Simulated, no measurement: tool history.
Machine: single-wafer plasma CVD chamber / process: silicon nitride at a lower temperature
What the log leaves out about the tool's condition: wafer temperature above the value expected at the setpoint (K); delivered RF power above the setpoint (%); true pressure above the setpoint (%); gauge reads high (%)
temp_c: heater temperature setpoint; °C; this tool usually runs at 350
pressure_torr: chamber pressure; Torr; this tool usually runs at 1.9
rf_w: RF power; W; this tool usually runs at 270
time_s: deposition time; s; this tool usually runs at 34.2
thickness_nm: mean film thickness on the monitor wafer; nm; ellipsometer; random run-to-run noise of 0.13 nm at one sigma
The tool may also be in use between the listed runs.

| run | day | temp_c | pressure_torr | rf_w | time_s | wafers since the last listed run | hours since the last thermocouple change | hours since the last RF generator calibration | hours since the last manometer calibration | hours since the showerhead was replaced | hours since the gauge calibration | read-back reference wafer on the same gauge, thickness_nm | thickness_nm |
|---|---|---|---|---|---|---|---|---|---|---|---|---|---|
| 1 | 0 | 350 | 2.11 | 270 | 34.2 | 0 | 1510.6 | 1878.9 | 2146.6 | 4616.7 | 688.4 | 32.407 | 36.398 |
| 2 | 3.129 | 357 | 1.9 | 270 | 34.2 | 2469 | 1585.7 | 1954 | 2221.7 | 4691.8 | 763.5 | 32.4 | 35.95 |
|  | 3.979 | gauge calibrated |
| 3 | 4.362 | 350 | 1.9 | 270 | 34.2 | 973 | 1615.3 | 1983.6 | 2251.3 | 4721.4 | 9.2 | 32.417 | 35.855 |
|  | 5.783 | capacitance manometer re-zeroed and calibrated |
| 4 | 5.821 | 350 | 1.9 | 270 | 34.2 | 887 | 1650.3 | 2018.6 | 0.9 | 4756.4 | 44.2 | 32.402 | 35.65 |
| 5 | 6.775 | 350 | 1.9 | 270 | 34.2 | 752 | 1673.2 | 2041.5 | 23.8 | 4779.3 | 67.1 | 32.418 | 35.621 |
|  | 7.404 | thermocouple changed; heater temperature recalibrated |
| 6 | 7.612 | 350 | 1.9 | 240 | 34.2 | 397 | 5 | 2061.6 | 43.9 | 4799.4 | 87.2 | 32.372 | 33.476 |
| 7 | 9.012 | 350 | 1.9 | 240 | 34.2 | 1104 | 38.6 | 2095.2 | 77.5 | 4833 | 120.8 | 32.363 | 33.492 |
| 8 | 9.917 | 350 | 1.9 | 240 | 34.2 | 713 | 60.3 | 2116.9 | 99.2 | 4854.7 | 142.5 | 32.401 | 33.579 |
|  | 11.258 | RF generator calibrated |
| 9 | 11.279 | 350 | 1.9 | 245 | 34.2 | 812 | 93 | 0.5 | 131.9 | 4887.4 | 175.2 | 32.39 | 35.647 |
| 10 | 11.779 | 350 | 1.9 | 300 | 34.2 | 394 | 105 | 12.5 | 143.9 | 4899.4 | 187.2 | 32.401 | 39.347 |
| 11 | 12.708 | 350 | 1.9 | 300 | 34.2 | 733 | 127.3 | 34.8 | 166.2 | 4921.7 | 209.5 | 32.417 | 39.212 |
| 12 | 13.762 | 350 | 1.9 | 270 | 34.2 | 831 | 152.6 | 60.1 | 191.5 | 4947 | 234.8 | 32.441 | 37.148 |
| 13 | 14.517 | 350 | 1.9 | 250 | 34.2 | 595 | 170.7 | 78.2 | 209.6 | 4965.1 | 252.9 | 32.365 | 35.51 |
| 14 | 15.275 | 339 | 1.9 | 270 | 34.2 | 598 | 188.9 | 96.4 | 227.8 | 4983.3 | 271.1 | 32.42 | 37.054 |
| 15 | 16.517 | 350 | 1.9 | 300 | 34.2 | 979 | 218.7 | 126.2 | 257.6 | 5013.1 | 300.9 | 32.401 | 39.081 |
| 16 | 17.25 | 363 | 2.23 | 235 | 34.2 | 578 | 236.3 | 143.8 | 275.2 | 5030.7 | 318.5 | 32.412 | 35.385 |
|  | 18.608 | showerhead replaced |
| 17 | 18.629 | 342 | 1.48 | 220 | 34.2 | 825 | 269.4 | 176.9 | 308.3 | 0.5 | 351.6 | 32.385 | 31.878 |
| 18 | 19.446 | 365 | 1.9 | 315 | 40.1 | 644 | 289 | 196.5 | 327.9 | 20.1 | 371.2 | 32.356 | 46.614 |
| 19 | 20.55 | 342 | 2.31 | 270 | 34.2 | 871 | 315.5 | 223 | 354.4 | 46.6 | 397.7 | 32.409 | 38.404 |
| 20 | 21.45 | 337 | 1.9 | 255 | 34.2 | 710 | 337.1 | 244.6 | 376 | 68.2 | 419.3 | 32.41 | 35.78 |
| 21 | 22.246 | 350 | 1.9 | 255 | 37 | 627 | 356.2 | 263.7 | 395.1 | 87.3 | 438.4 | 32.357 | 38.887 |
| 22 | 23.062 | 350 | 1.9 | 285 | 34.2 | 644 | 375.8 | 283.3 | 414.7 | 106.9 | 458 | 32.38 | 37.682 |
| 23 | 23.758 | 350 | 1.9 | 270 | 34.2 | 549 | 392.5 | 300 | 431.4 | 123.6 | 474.7 | 32.379 | 36.659 |
| 24 | 25.167 | 344 | 1.9 | 270 | 34.2 | 1111 | 426.3 | 333.8 | 465.2 | 157.4 | 508.5 | 32.404 | 36.712 |
| 25 | 26.042 | 350 | 1.9 | 270 | 34.2 | 690 | 447.3 | 354.8 | 486.2 | 178.4 | 529.5 | 32.391 | 36.851 |
| 26 | 26.579 | 350 | 1.9 | 270 | 34.2 | 424 | 460.2 | 367.7 | 499.1 | 191.3 | 542.4 | 32.374 | 36.881 |
| 27 | 27.175 | 341 | 1.9 | 310 | 34.2 | 470 | 474.5 | 382 | 513.4 | 205.6 | 556.7 | 32.408 | 39.803 |
| 28 | 27.954 | 350 | 2.27 | 270 | 34.2 | 614 | 493.2 | 400.7 | 532.1 | 224.3 | 575.4 | 32.432 | 37.98 |
| 29 | 28.829 | 350 | 1.9 | 270 | 34.2 | 690 | 514.2 | 421.7 | 553.1 | 245.3 | 596.4 | 32.404 | 36.57 |

Branching from run 29: 4 alternative next runs. What would each branch give?
| A | 28.846 | 350 | 1.9 | 270 | 34.2 | 13 | 514.6 | 422.1 | 553.5 | 245.7 | 596.8 | ? | ? |
| B | 28.846 | 355 | 1.9 | 320 | 34.2 | 13 | 514.6 | 422.1 | 553.5 | 245.7 | 596.8 | ? | ? |
| C | 28.846 | 337 | 2.27 | 270 | 32.1 | 13 | 514.6 | 422.1 | 553.5 | 245.7 | 596.8 | ? | ? |
| D | 28.846 | 343 | 1.66 | 315 | 34.2 | 13 | 514.6 | 422.1 | 553.5 | 245.7 | 596.8 | ? | ? |

| run | read-back reference wafer on the same gauge, thickness_nm | thickness_nm |
|---|---|---|
| A | 32.374 | 36.712 |
| B | 32.374 | 39.995 |
| C | 32.374 | 35.912 |
| D | 32.374 | 38.792 |
Had the tool no hidden state, the same runs would have come out as:
| run | thickness_nm |
|---|---|
| A | 37.565 |
| B | 40.875 |
| C | 36.746 |
| D | 39.654 |
